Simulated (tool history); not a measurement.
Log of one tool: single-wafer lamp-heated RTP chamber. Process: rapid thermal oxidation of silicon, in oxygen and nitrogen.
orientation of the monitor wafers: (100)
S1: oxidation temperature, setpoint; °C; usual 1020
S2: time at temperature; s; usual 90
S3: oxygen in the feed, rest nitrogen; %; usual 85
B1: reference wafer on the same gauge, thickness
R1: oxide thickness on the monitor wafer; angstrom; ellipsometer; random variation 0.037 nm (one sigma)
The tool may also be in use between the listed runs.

run,day,S1,S2,S3,B1,R1
1,0.000,1020,58,98,6.804,62.41
# day 0.696: pyrometer window cleaned and pyrometer calibrated
2,1.129,1020,58,98,6.796,62.63
3,4.075,1020,90,92,6.786,73.16
4,6.312,1038,90,72,6.771,77.27
5,9.179,1020,90,85,6.752,71.60
# day 10.933: pyrometer window cleaned and pyrometer calibrated
6,10.954,1020,90,85,6.737,71.48
7,13.200,1020,90,85,6.722,71.89
8,15.921,1009,108,74,6.699,67.50
# day 16.750: gauge calibrated
# day 18.596: oxygen flow controller replaced
9,18.758,1006,134,85,6.773,78.35
10,20.758,1020,130,85,6.782,85.28
# day 22.821: pyrometer window cleaned and pyrometer calibrated
11,23.062,1043,132,67,6.774,92.52
12,24.792,996,47,77,6.772,43.85
13,26.971,1020,90,85,6.742,70.80
14,28.771,1020,53,85,6.734,56.45

Forecast each of these 4 alternatives for the next run:
A,28.792,1007,90,85,?,?
B,28.792,1041,123,71,?,?
C,28.792,1007,119,98,?,?
D,28.792,1020,131,98,?,?

run,B1,R1
A,6.731,65.25
B,6.731,89.98
C,6.731,77.95
D,6.731,89.65
Without the tool's hidden state the same runs would have given:
run,R1
A,65.68
B,90.59
C,78.47
D,90.25

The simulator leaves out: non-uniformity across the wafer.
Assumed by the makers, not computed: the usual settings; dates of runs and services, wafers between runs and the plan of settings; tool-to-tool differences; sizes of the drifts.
